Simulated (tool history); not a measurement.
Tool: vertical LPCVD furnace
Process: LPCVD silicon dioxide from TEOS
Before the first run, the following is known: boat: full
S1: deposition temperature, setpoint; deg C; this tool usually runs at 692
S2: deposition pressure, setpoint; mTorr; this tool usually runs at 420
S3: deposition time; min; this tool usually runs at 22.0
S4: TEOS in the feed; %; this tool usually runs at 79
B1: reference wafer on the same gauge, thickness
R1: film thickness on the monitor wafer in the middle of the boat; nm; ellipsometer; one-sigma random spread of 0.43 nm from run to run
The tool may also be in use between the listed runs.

run,hour,S1,S2,S3,S4,B1,R1
1,0.0,689,420,22.0,79,158.80,184.86
# hour 25.2: thermocouples replaced and temperature profile calibrated
2,25.7,689,420,22.0,79,159.14,167.78
3,29.3,692,420,22.0,79,159.01,181.27
4,33.0,692,420,22.0,79,158.95,180.50
5,38.3,692,420,16.0,79,159.16,131.60
6,52.4,692,420,16.0,79,159.04,132.21
7,65.5,692,390,22.0,79,158.95,174.54
# hour 94.8: pressure gauge zeroed
8,95.3,692,420,22.0,90,159.05,194.31
9,98.9,692,345,22.0,79,158.89,163.95
10,102.6,692,420,22.0,79,158.85,181.08
11,108.2,692,420,22.0,79,159.11,181.81
# hour 146.1: TEOS flow controller replaced
12,146.6,692,420,25.0,79,158.78,206.96
13,150.3,703,420,30.5,79,159.08,325.13
14,154.0,692,365,22.0,69,159.03,158.89
15,161.8,699,420,22.0,79,159.24,214.65
16,175.0,688,335,19.5,94,159.01,143.11
17,190.7,702,420,22.0,63,159.21,206.15
18,238.5,692,420,22.0,73,159.01,175.50
19,256.0,692,420,30.0,75,159.01,242.46
20,267.0,692,420,22.0,79,158.96,182.95
21,276.5,692,420,27.0,79,158.96,223.92
22,283.9,692,515,22.0,79,159.03,203.33
23,296.5,692,345,22.0,89,158.93,175.65
24,303.0,698,420,22.0,79,158.95,211.73
25,316.5,692,420,18.0,79,158.92,150.50
26,328.3,692,480,22.0,85,158.87,203.43
27,339.8,692,380,22.0,79,158.98,174.55
28,357.4,692,420,22.0,79,159.10,183.86
29,369.9,692,420,19.5,79,158.86,162.59
30,382.0,692,420,22.0,79,159.09,183.78
31,393.8,689,420,22.0,79,159.06,171.30

The logged runs with the hidden state left out (each run's random variation unchanged):
Hidden state at play: true tube temperature minus thermocouple reading, K; true pressure minus gauge reading, mTorr; deviation of the TEOS flow from its setpoint, %; gauge reads high (%).
run,R1
1,167.00
2,165.99
3,179.31
4,178.52
5,130.13
6,130.65
7,172.37
8,191.63
9,161.65
10,178.51
11,179.19
12,203.62
13,319.93
14,156.27
15,211.08
16,140.59
17,202.48
18,171.93
19,237.33
20,178.99
21,218.98
22,198.78
23,171.61
24,206.86
25,146.91
26,198.46
27,170.20
28,179.12
29,158.32
30,178.85
31,166.58

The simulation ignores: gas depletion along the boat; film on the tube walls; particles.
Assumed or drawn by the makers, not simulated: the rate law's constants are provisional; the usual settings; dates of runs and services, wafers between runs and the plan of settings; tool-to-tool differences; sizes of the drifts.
